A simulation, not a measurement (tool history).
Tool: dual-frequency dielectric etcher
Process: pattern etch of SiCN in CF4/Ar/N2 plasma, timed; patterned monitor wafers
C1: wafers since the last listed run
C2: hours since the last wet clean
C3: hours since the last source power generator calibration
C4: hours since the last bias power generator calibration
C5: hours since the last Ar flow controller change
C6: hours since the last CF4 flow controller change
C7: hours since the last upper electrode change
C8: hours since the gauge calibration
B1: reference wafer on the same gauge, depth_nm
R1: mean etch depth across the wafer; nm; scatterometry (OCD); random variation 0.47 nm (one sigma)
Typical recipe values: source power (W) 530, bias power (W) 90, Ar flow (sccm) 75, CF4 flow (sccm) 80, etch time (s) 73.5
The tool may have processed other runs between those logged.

run 1 hour=0 | source_power_(W)=530 bias_power_(W)=90 Ar_flow_(sccm)=75 CF4_flow_(sccm)=80 etch_time_(s)=73.5 | C1=0 C2=356.3 C3=2653.7 C4=3343.6 C5=1207.3 C6=215.7 C7=4948.5 C8=2202.5 | B1=86.6 | R1=84
run 2 hour=62.2 | source_power_(W)=530 bias_power_(W)=90 Ar_flow_(sccm)=69 CF4_flow_(sccm)=80 etch_time_(s)=73.5 | C1=850 C2=418.5 C3=2715.9 C4=3405.8 C5=1269.5 C6=277.9 C7=5010.7 C8=2264.7 | B1=86.6 | R1=84.8
-- hour=81.6 source power generator calibrated
-- hour=191.5 wet clean of the chamber
run 3 hour=192 | source_power_(W)=440 bias_power_(W)=104 Ar_flow_(sccm)=84 CF4_flow_(sccm)=91 etch_time_(s)=73.5 | C1=1391 C2=0.5 C3=110.4 C4=3535.6 C5=1399.3 C6=407.7 C7=5140.5 C8=2394.5 | B1=87.2 | R1=79.2
run 4 hour=241.2 | source_power_(W)=440 bias_power_(W)=69 Ar_flow_(sccm)=87 CF4_flow_(sccm)=80 etch_time_(s)=73.5 | C1=672 C2=49.7 C3=159.6 C4=3584.8 C5=1448.5 C6=456.9 C7=5189.7 C8=2443.7 | B1=87.4 | R1=61.1
run 5 hour=268.7 | source_power_(W)=530 bias_power_(W)=90 Ar_flow_(sccm)=75 CF4_flow_(sccm)=80 etch_time_(s)=73.5 | C1=375 C2=77.2 C3=187.1 C4=3612.3 C5=1476 C6=484.4 C7=5217.2 C8=2471.2 | B1=87.4 | R1=84.4
-- hour=333.3 upper electrode replaced
run 6 hour=333.8 | source_power_(W)=530 bias_power_(W)=90 Ar_flow_(sccm)=75 CF4_flow_(sccm)=80 etch_time_(s)=73.5 | C1=561 C2=142.3 C3=252.2 C4=3677.4 C5=1541.1 C6=549.5 C7=0.5 C8=2536.3 | B1=87.7 | R1=84.4
run 7 hour=361.8 | source_power_(W)=530 bias_power_(W)=90 Ar_flow_(sccm)=75 CF4_flow_(sccm)=80 etch_time_(s)=73.5 | C1=382 C2=170.3 C3=280.2 C4=3705.4 C5=1569.1 C6=577.5 C7=28.5 C8=2564.3 | B1=87.9 | R1=84.6
-- hour=386.9 gauge calibrated
run 8 hour=431.8 | source_power_(W)=530 bias_power_(W)=90 Ar_flow_(sccm)=75 CF4_flow_(sccm)=80 etch_time_(s)=93 | C1=956 C2=240.3 C3=350.2 C4=3775.4 C5=1639.1 C6=647.5 C7=98.5 C8=44.9 | B1=83 | R1=99.8
run 9 hour=475.6 | source_power_(W)=530 bias_power_(W)=90 Ar_flow_(sccm)=70 CF4_flow_(sccm)=80 etch_time_(s)=80 | C1=598 C2=284.1 C3=394 C4=3819.2 C5=1682.9 C6=691.3 C7=142.3 C8=88.7 | B1=82.9 | R1=88.2
-- hour=486.7 Ar flow controller replaced
run 10 hour=529.7 | source_power_(W)=530 bias_power_(W)=90 Ar_flow_(sccm)=75 CF4_flow_(sccm)=80 etch_time_(s)=73.5 | C1=657 C2=338.2 C3=448.1 C4=3873.3 C5=43 C6=745.4 C7=196.4 C8=142.8 | B1=83 | R1=79.4
-- hour=541.3 bias power generator calibrated
run 11 hour=560.5 | source_power_(W)=530 bias_power_(W)=90 Ar_flow_(sccm)=58 CF4_flow_(sccm)=80 etch_time_(s)=94.5 | C1=366 C2=369 C3=478.9 C4=19.2 C5=73.8 C6=776.2 C7=227.2 C8=173.6 | B1=83 | R1=105.3
run 12 hour=617.9 | source_power_(W)=580 bias_power_(W)=90 Ar_flow_(sccm)=82 CF4_flow_(sccm)=80 etch_time_(s)=73.5 | C1=784 C2=426.4 C3=536.3 C4=76.6 C5=131.2 C6=833.6 C7=284.6 C8=231 | B1=83.1 | R1=86
run 13 hour=684.8 | source_power_(W)=640 bias_power_(W)=76 Ar_flow_(sccm)=75 CF4_flow_(sccm)=95 etch_time_(s)=94 | C1=914 C2=493.3 C3=603.2 C4=143.5 C5=198.1 C6=900.5 C7=351.5 C8=297.9 | B1=83.1 | R1=113.5
run 14 hour=747.8 | source_power_(W)=530 bias_power_(W)=100 Ar_flow_(sccm)=75 CF4_flow_(sccm)=80 etch_time_(s)=73.5 | C1=861 C2=556.3 C3=666.2 C4=206.5 C5=261.1 C6=963.5 C7=414.5 C8=360.9 | B1=83.1 | R1=85.4
run 15 hour=814 | source_power_(W)=630 bias_power_(W)=90 Ar_flow_(sccm)=82 CF4_flow_(sccm)=80 etch_time_(s)=73.5 | C1=905 C2=622.5 C3=732.4 C4=272.7 C5=327.3 C6=1029.7 C7=480.7 C8=427.1 | B1=83.1 | R1=92.5
-- hour=843.5 wet clean of the chamber
run 16 hour=872.4 | source_power_(W)=530 bias_power_(W)=96 Ar_flow_(sccm)=84 CF4_flow_(sccm)=70 etch_time_(s)=73.5 | C1=470 C2=28.9 C3=790.8 C4=331.1 C5=385.7 C6=1088.1 C7=539.1 C8=485.5 | B1=83.2 | R1=79.7
run 17 hour=906.9 | source_power_(W)=530 bias_power_(W)=90 Ar_flow_(sccm)=75 CF4_flow_(sccm)=80 etch_time_(s)=73.5 | C1=471 C2=63.4 C3=825.3 C4=365.6 C5=420.2 C6=1122.6 C7=573.6 C8=520 | B1=83.2 | R1=79.3
run 18 hour=931.2 | source_power_(W)=530 bias_power_(W)=103 Ar_flow_(sccm)=75 CF4_flow_(sccm)=67 etch_time_(s)=73.5 | C1=332 C2=87.7 C3=849.6 C4=389.9 C5=444.5 C6=1146.9 C7=597.9 C8=544.3 | B1=83.2 | R1=83.4
run 19 hour=997 | source_power_(W)=530 bias_power_(W)=90 Ar_flow_(sccm)=75 CF4_flow_(sccm)=80 etch_time_(s)=73.5 | C1=899 C2=153.5 C3=915.4 C4=455.7 C5=510.3 C6=1212.7 C7=663.7 C8=610.1 | B1=83.3 | R1=80.2
run 20 hour=1064.4 | source_power_(W)=480 bias_power_(W)=78 Ar_flow_(sccm)=90 CF4_flow_(sccm)=80 etch_time_(s)=73.5 | C1=921 C2=220.9 C3=982.8 C4=523.1 C5=577.7 C6=1280.1 C7=731.1 C8=677.5 | B1=83.4 | R1=67.4

Each row is a separate what-if for the run after 20, all from the same tool condition, not one after another. Results?
run A hour=1064.8 | source_power_(W)=530 bias_power_(W)=90 Ar_flow_(sccm)=75 CF4_flow_(sccm)=80 etch_time_(s)=73.5 | C1=5 C2=221.3 C3=983.2 C4=523.5 C5=578.1 C6=1280.5 C7=731.5 C8=677.9 | B1=? | R1=?
run B hour=1064.8 | source_power_(W)=480 bias_power_(W)=90 Ar_flow_(sccm)=58 CF4_flow_(sccm)=69 etch_time_(s)=86 | C1=5 C2=221.3 C3=983.2 C4=523.5 C5=578.1 C6=1280.5 C7=731.5 C8=677.9 | B1=? | R1=?
run C hour=1064.8 | source_power_(W)=530 bias_power_(W)=90 Ar_flow_(sccm)=93 CF4_flow_(sccm)=80 etch_time_(s)=63.5 | C1=5 C2=221.3 C3=983.2 C4=523.5 C5=578.1 C6=1280.5 C7=731.5 C8=677.9 | B1=? | R1=?
run D hour=1064.8 | source_power_(W)=530 bias_power_(W)=104 Ar_flow_(sccm)=75 CF4_flow_(sccm)=80 etch_time_(s)=88 | C1=5 C2=221.3 C3=983.2 C4=523.5 C5=578.1 C6=1280.5 C7=731.5 C8=677.9 | B1=? | R1=?
run E hour=1064.8 | source_power_(W)=410 bias_power_(W)=90 Ar_flow_(sccm)=59 CF4_flow_(sccm)=80 etch_time_(s)=90 | C1=5 C2=221.3 C3=983.2 C4=523.5 C5=578.1 C6=1280.5 C7=731.5 C8=677.9 | B1=? | R1=?

run=A B1=83.4 R1=80
run=B B1=83.4 R1=86.2
run=C B1=83.4 R1=67.3
run=D B1=83.4 R1=103.4
run=E B1=83.4 R1=81.3
Without the tool's hidden state the same runs would have given:
run=A R1=79.3
run=B R1=85.4
run=C R1=66.7
run=D R1=102.5
run=E R1=80.5
